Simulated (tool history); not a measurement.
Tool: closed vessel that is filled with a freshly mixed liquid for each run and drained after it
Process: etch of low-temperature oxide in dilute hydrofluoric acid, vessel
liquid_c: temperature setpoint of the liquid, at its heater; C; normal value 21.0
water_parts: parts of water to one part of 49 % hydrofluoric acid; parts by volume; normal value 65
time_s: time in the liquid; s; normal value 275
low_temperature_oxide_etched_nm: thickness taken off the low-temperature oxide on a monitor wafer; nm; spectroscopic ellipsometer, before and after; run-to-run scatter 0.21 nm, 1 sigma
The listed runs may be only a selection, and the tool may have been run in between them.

run    hour  liquid_c  water_parts  time_s  wafers since the last listed run  hours since the thermometer was replaced  hours since the hydrofluoric acid flow meter was replaced  hours since the gauge calibration  read-back film thickness of the low-temperature oxide reference wafer, read on the same gauge (nm)  low_temperature_oxide_etched_nm
  1     0.0      21.0           65     275                                 0                                    2298.9                                                     1870.5                              618.2                                                                                               50.00                            35.87
  2    64.8      21.0           65     275                              5999                                    2363.7                                                     1935.3                              683.0                                                                                               49.99                            35.64
  3   130.1      21.0           40     275                              6045                                    2429.0                                                     2000.6                              748.3                                                                                               49.97                            59.97
      152.0  -- gauge calibrated
  4   340.0      21.0           65     275                             19432                                    2638.9                                                     2210.5                              188.0                                                                                               49.99                            35.15
      388.9  -- hydrofluoric acid flow meter replaced
      407.9  -- thermometer replaced
  5   411.4      21.0           65     275                              6425                                       3.5                                                       22.5                              259.4                                                                                               49.98                            40.22
  6   472.6      21.0           65     275                              5665                                      64.7                                                       83.7                              320.6                                                                                               50.01                            39.70
  7   541.8      23.5           40     275                              6406                                     133.9                                                      152.9                              389.8                                                                                               50.01                            74.05
  8   602.2      23.5           40     275                              5591                                     194.3                                                      213.3                              450.2                                                                                               49.98                            72.83
  9   664.3      23.5           40     275                              5749                                     256.4                                                      275.4                              512.3                                                                                               50.00                            72.74
 10   698.1      21.0           65     275                              3129                                     290.2                                                      309.2                              546.1                                                                                               50.01                            38.83
 11   725.8      21.0           65     145                              2564                                     317.9                                                      336.9                              573.8                                                                                               49.99                            20.74
 12   764.5      23.5           40     350                              3582                                     356.6                                                      375.6                              612.5                                                                                               50.02                            92.38
      858.8  -- gauge calibrated
 13   890.4      21.0           65     275                             11655                                     482.5                                                      501.5                               31.6                                                                                               50.05                            39.05
 14   933.2      18.5           45     195                              3962                                     525.3                                                      544.3                               74.4                                                                                               50.01                            36.70
 15   973.3      21.0           65     275                              3712                                     565.4                                                      584.4                              114.5                                                                                               50.00                            38.70
 16  1022.1      18.0           65     410                              4517                                     614.2                                                      633.2                              163.3                                                                                               50.02                            51.15
 17  1048.5      24.5           35     125                              2444                                     640.6                                                      659.6                              189.7                                                                                               50.02                            39.05
 18  1103.1      21.0           95     275                              5054                                     695.2                                                      714.2                              244.3                                                                                               49.97                            25.39
 19  1172.4      21.0           85     275                              6415                                     764.5                                                      783.5                              313.6                                                                                               50.05                            28.47

Forecast each of these 4 alternatives for the next run:
  A  1173.1      21.0           65     275                                64                                     765.2                                                      784.2                              314.3                                                                                                   ?                                ?
  B  1173.1      21.0           65     345                                64                                     765.2                                                      784.2                              314.3                                                                                                   ?                                ?
  C  1173.1      21.0           80     405                                64                                     765.2                                                      784.2                              314.3                                                                                                   ?                                ?
  D  1173.1      21.0           90     135                                64                                     765.2                                                      784.2                              314.3                                                                                                   ?                                ?

run  read-back film thickness of the low-temperature oxide reference wafer, read on the same gauge (nm)  low_temperature_oxide_etched_nm
  A                                                                                               50.03                            37.88
  B                                                                                               50.03                            47.52
  C                                                                                               50.03                            44.49
  D                                                                                               50.03                            13.02
With no hidden state in the tool, these same runs would have given:
run  low_temperature_oxide_etched_nm
  A                            39.73
  B                            49.85
  C                            46.70
  D                            13.68

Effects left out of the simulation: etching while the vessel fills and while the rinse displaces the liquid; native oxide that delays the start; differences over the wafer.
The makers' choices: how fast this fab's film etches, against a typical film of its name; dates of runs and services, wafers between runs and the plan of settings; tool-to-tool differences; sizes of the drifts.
